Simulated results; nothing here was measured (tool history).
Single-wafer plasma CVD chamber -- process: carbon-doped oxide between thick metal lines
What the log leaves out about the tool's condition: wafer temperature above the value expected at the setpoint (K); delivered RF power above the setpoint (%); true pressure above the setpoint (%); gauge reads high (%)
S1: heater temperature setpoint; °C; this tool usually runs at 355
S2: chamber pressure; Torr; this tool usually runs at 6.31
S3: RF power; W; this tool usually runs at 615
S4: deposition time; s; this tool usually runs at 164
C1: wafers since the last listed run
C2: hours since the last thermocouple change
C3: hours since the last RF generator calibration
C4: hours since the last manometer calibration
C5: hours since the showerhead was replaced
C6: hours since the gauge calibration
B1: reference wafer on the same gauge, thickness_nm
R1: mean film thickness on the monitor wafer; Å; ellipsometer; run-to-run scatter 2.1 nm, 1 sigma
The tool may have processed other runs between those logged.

run    hour   S1    S2   S3   S4   C1      C2      C3      C4      C5     C6       B1        R1
  1     0.0  355  6.31  520  164    0   765.0  1545.3  2195.1  3015.7  549.2  926.363   8117.57
  2    38.1  355  6.31  615  174  264   803.1  1583.4  2233.2  3053.8  587.3  926.885   9770.74
  3    98.4  355  6.31  615  174  419   863.4  1643.7  2293.5  3114.1  647.6  927.193   9744.56
  4   154.8  355  6.31  615  174  392   919.8  1700.1  2349.9  3170.5  704.0  927.321   9723.94
  5   185.5  355  6.31  615  164  213   950.5  1730.8  2380.6  3201.2  734.7  927.152   9173.26
  6   255.3  355  6.31  615  164  485  1020.3  1800.6  2450.4  3271.0  804.5  926.674   9129.33
  7   291.9  355  6.31  615  164  254  1056.9  1837.2  2487.0  3307.6  841.1  927.023   9148.37
  8   344.3  355  5.77  615  164  364  1109.3  1889.6  2539.4  3360.0  893.5  926.970   8954.59
      381.1  -- gauge calibrated
  9   406.6  355  6.31  615  164  433  1171.6  1951.9  2601.7  3422.3   25.5  927.247   9099.02
      454.7  -- RF generator calibrated
 10   455.2  351  6.31  615  152  282  1220.2     0.5  2650.3  3470.9   74.1  927.063   8852.37
 11   476.4  351  6.31  615  152  147  1241.4    21.7  2671.5  3492.1   95.3  927.095   8868.84
      514.3  -- thermocouple changed; heater temperature recalibrated
 12   535.1  355  6.31  615  164  352    20.8    80.4  2730.2  3550.8  154.0  926.457   9401.38
 13   571.1  355  7.51  700  164  250    56.8   116.4  2766.2  3586.8  190.0  927.317  10519.31
 14   620.1  355  6.31  710  164  340   105.8   165.4  2815.2  3635.8  239.0  927.601  10388.38
 15   658.2  355  6.31  615  164  264   143.9   203.5  2853.3  3673.9  277.1  926.851   9373.64
 16   687.6  355  6.31  715  164  204   173.3   232.9  2882.7  3703.3  306.5  927.039  10400.71
      738.5  -- capacitance manometer re-zeroed and calibrated
 17   740.6  343  7.40  615  164  312   226.3   285.9     2.1  3756.3  359.5  926.598   9847.28
 18   792.8  355  6.31  615  185  363   278.5   338.1    54.3  3808.5  411.7  926.462  10588.75
 19   834.4  355  6.31  515  147  289   320.1   379.7    95.9  3850.1  453.3  926.619   7366.37
 20   880.9  355  5.83  615  164  323   366.6   426.2   142.4  3896.6  499.8  926.896   9246.60
      924.2  -- showerhead replaced
 21   941.2  355  6.31  615  164  363   426.9   486.5   202.7    17.0  560.1  926.803   9357.92
 22   965.7  367  6.31  615  183  170   451.4   511.0   227.2    41.5  584.6  927.285  10176.55
 23   993.7  367  6.31  615  183  194   479.4   539.0   255.2    69.5  612.6  926.475  10156.35
 24  1024.4  350  6.31  725  184  213   510.1   569.7   285.9   100.2  643.3  926.883  11938.69
 25  1076.5  370  6.31  615  189  362   562.2   621.8   338.0   152.3  695.4  927.275  10485.96
 26  1130.5  355  5.56  615  140  375   616.2   675.8   392.0   206.3  749.4  927.162   7796.64
 27  1184.9  355  6.86  530  186  378   670.6   730.2   446.4   260.7  803.8  927.310   9592.60

3 ways to go on from here, each from the tool as it stands after run 27. What would each give?
  A  1185.3  355  6.31  615  164   2  671.0  730.6  446.8  261.1  804.2   ?   ?
  B  1185.3  349  6.31  700  164   2  671.0  730.6  446.8  261.1  804.2   ?   ?
  C  1185.3  355  6.31  705  164   2  671.0  730.6  446.8  261.1  804.2   ?   ?

run       B1        R1
  A  926.443   9397.87
  B  926.443  10429.33
  C  926.443  10343.11
Without the tool's hidden state the same runs would have given:
run        R1
  A   9486.99
  B  10523.26
  C  10437.88

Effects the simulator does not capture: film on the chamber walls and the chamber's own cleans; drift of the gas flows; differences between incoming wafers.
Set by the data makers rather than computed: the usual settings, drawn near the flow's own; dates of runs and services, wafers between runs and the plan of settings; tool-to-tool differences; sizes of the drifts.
